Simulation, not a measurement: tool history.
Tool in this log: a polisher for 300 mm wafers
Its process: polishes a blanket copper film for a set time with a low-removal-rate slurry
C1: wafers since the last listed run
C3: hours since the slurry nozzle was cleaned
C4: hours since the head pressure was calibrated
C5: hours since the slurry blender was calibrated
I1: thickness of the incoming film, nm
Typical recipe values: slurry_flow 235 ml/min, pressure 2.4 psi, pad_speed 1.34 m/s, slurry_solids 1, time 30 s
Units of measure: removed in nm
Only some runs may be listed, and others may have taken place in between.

{"run": 1, "day": 0.0, "slurry_flow": 235, "pressure": 2.4, "pad_speed": 1.34, "slurry_solids": 0.9, "time": 30, "C1": 0, "wafers polished on this pad": 304, "C3": 559.4, "C4": 640, "C5": 71.5, "I1": 748.7, "removed": 95.4}
{"run": 2, "day": 0.717, "slurry_flow": 235, "pressure": 2.4, "pad_speed": 1.34, "slurry_solids": 0.9, "time": 30, "C1": 197, "wafers polished on this pad": 501, "C3": 576.6, "C4": 657.2, "C5": 88.7, "I1": 749.6, "removed": 95.7}
{"run": 3, "day": 2.117, "slurry_flow": 235, "pressure": 2.4, "pad_speed": 1.34, "slurry_solids": 0.9, "time": 30, "C1": 385, "wafers polished on this pad": 886, "C3": 610.2, "C4": 690.8, "C5": 122.3, "I1": 743.7, "removed": 94.1}
{"day": 2.562, "done": "worn pad replaced by a new one"}
{"run": 4, "day": 2.696, "slurry_flow": 235, "pressure": 2.4, "pad_speed": 1.34, "slurry_solids": 1, "time": 30, "C1": 113, "wafers polished on this pad": 36, "C3": 624.1, "C4": 704.7, "C5": 136.2, "I1": 743.3, "removed": 96.6}
{"run": 5, "day": 4.183, "slurry_flow": 235, "pressure": 2.4, "pad_speed": 1.34, "slurry_solids": 1, "time": 30, "C1": 409, "wafers polished on this pad": 446, "C3": 659.8, "C4": 740.4, "C5": 171.9, "I1": 734, "removed": 93.9}
{"run": 6, "day": 5.05, "slurry_flow": 235, "pressure": 2.4, "pad_speed": 1.34, "slurry_solids": 1, "time": 30, "C1": 238, "wafers polished on this pad": 684, "C3": 680.6, "C4": 761.2, "C5": 192.7, "I1": 736.8, "removed": 93.3}
{"run": 7, "day": 5.792, "slurry_flow": 235, "pressure": 2.4, "pad_speed": 1.34, "slurry_solids": 1, "time": 30, "C1": 204, "wafers polished on this pad": 888, "C3": 698.4, "C4": 779, "C5": 210.5, "I1": 746.9, "removed": 92.2}
{"day": 6.167, "done": "slurry nozzle cleaned"}
{"day": 6.442, "done": "worn pad replaced by a new one"}
{"run": 8, "day": 6.542, "slurry_flow": 235, "pressure": 2.4, "pad_speed": 1.34, "slurry_solids": 1, "time": 30, "C1": 149, "wafers polished on this pad": 27, "C3": 9, "C4": 797, "C5": 228.5, "I1": 740, "removed": 90.9}
{"run": 9, "day": 7.054, "slurry_flow": 235, "pressure": 2.4, "pad_speed": 1.34, "slurry_solids": 1, "time": 30, "C1": 141, "wafers polished on this pad": 168, "C3": 21.3, "C4": 809.3, "C5": 240.8, "I1": 750.8, "removed": 90.8}
{"day": 7.617, "done": "slurry blender recalibrated"}
{"run": 10, "day": 8.542, "slurry_flow": 235, "pressure": 2.4, "pad_speed": 1.34, "slurry_solids": 1, "time": 30, "C1": 386, "wafers polished on this pad": 554, "C3": 57, "C4": 845, "C5": 22.2, "I1": 739.1, "removed": 96.2}
{"run": 11, "day": 9.496, "slurry_flow": 235, "pressure": 2.4, "pad_speed": 1.34, "slurry_solids": 1.1, "time": 30, "C1": 262, "wafers polished on this pad": 817, "C3": 79.9, "C4": 867.9, "C5": 45.1, "I1": 755.1, "removed": 98.5}
{"day": 9.8, "done": "worn pad replaced by a new one"}
{"day": 10.379, "done": "head pressure recalibrated"}
{"run": 12, "day": 10.812, "slurry_flow": 235, "pressure": 2.8, "pad_speed": 1.78, "slurry_solids": 1, "time": 24, "C1": 293, "wafers polished on this pad": 255, "C3": 111.5, "C4": 10.4, "C5": 76.7, "I1": 743.8, "removed": 120.5}
{"run": 13, "day": 11.646, "slurry_flow": 235, "pressure": 2.4, "pad_speed": 1.34, "slurry_solids": 1, "time": 21, "C1": 229, "wafers polished on this pad": 485, "C3": 131.5, "C4": 30.4, "C5": 96.7, "I1": 730.7, "removed": 68.6}
{"run": 14, "day": 12.271, "slurry_flow": 235, "pressure": 2.4, "pad_speed": 1.34, "slurry_solids": 1.2, "time": 30, "C1": 172, "wafers polished on this pad": 657, "C3": 146.5, "C4": 45.4, "C5": 111.7, "I1": 731.3, "removed": 100.1}
{"run": 15, "day": 12.788, "slurry_flow": 200, "pressure": 2.4, "pad_speed": 1.34, "slurry_solids": 0.9, "time": 21, "C1": 142, "wafers polished on this pad": 799, "C3": 158.9, "C4": 57.8, "C5": 124.1, "I1": 743.6, "removed": 65.1}
{"day": 13.554, "done": "worn pad replaced by a new one, of another model than before"}
{"run": 16, "day": 15.654, "slurry_flow": 195, "pressure": 2.7, "pad_speed": 1.34, "slurry_solids": 1.25, "time": 21, "C1": 743, "wafers polished on this pad": 577, "C3": 227.7, "C4": 126.6, "C5": 192.9, "I1": 748.3, "removed": 71.4}
{"day": 16.375, "done": "slurry blender recalibrated"}
{"run": 17, "day": 16.392, "slurry_flow": 235, "pressure": 2.4, "pad_speed": 1.5, "slurry_solids": 1.25, "time": 34, "C1": 180, "wafers polished on this pad": 757, "C3": 245.4, "C4": 144.3, "C5": 0.4, "I1": 732.1, "removed": 122.7}
{"run": 18, "day": 16.925, "slurry_flow": 235, "pressure": 2.4, "pad_speed": 1.34, "slurry_solids": 0.9, "time": 30, "C1": 146, "wafers polished on this pad": 904, "C3": 258.2, "C4": 157.1, "C5": 13.2, "I1": 742.7, "removed": 94.8}
{"day": 17.858, "done": "worn pad replaced by a new one"}
{"run": 19, "day": 17.962, "slurry_flow": 270, "pressure": 1.7, "pad_speed": 0.9, "slurry_solids": 1, "time": 36, "C1": 239, "wafers polished on this pad": 28, "C3": 283.1, "C4": 182, "C5": 38.1, "I1": 734.1, "removed": 71.2}
{"run": 20, "day": 18.979, "slurry_flow": 235, "pressure": 2.4, "pad_speed": 1.34, "slurry_solids": 1, "time": 30, "C1": 279, "wafers polished on this pad": 308, "C3": 307.5, "C4": 206.4, "C5": 62.5, "I1": 745.8, "removed": 95.2}

Consider 4 possible next runs. They are alternatives, not a sequence: every one starts from the tool as it was left by run 20. What does each give?
{"run": "A", "day": 18.996, "slurry_flow": 235, "pressure": 2.4, "pad_speed": 1.34, "slurry_solids": 1, "time": 30, "C1": 4, "wafers polished on this pad": 313, "C3": 307.9, "C4": 206.8, "C5": 62.9, "I1": 743.6, "removed": "?"}
{"run": "B", "day": 18.996, "slurry_flow": 235, "pressure": 3, "pad_speed": 1.34, "slurry_solids": 1, "time": 30, "C1": 4, "wafers polished on this pad": 313, "C3": 307.9, "C4": 206.8, "C5": 62.9, "I1": 743.6, "removed": "?"}
{"run": "C", "day": 18.996, "slurry_flow": 310, "pressure": 2.4, "pad_speed": 1.34, "slurry_solids": 1, "time": 30, "C1": 4, "wafers polished on this pad": 313, "C3": 307.9, "C4": 206.8, "C5": 62.9, "I1": 743.6, "removed": "?"}
{"run": "D", "day": 18.996, "slurry_flow": 235, "pressure": 2.4, "pad_speed": 1.34, "slurry_solids": 0.85, "time": 38, "C1": 4, "wafers polished on this pad": 313, "C3": 307.9, "C4": 206.8, "C5": 62.9, "I1": 743.6, "removed": "?"}

run=A removed=95.7
run=B removed=114.7
run=C removed=99.3
run=D removed=117.8
Had the tool no hidden state, the same runs would have come out as:
run=A removed=97.1
run=B removed=116.4
run=C removed=100.7
run=D removed=119.5
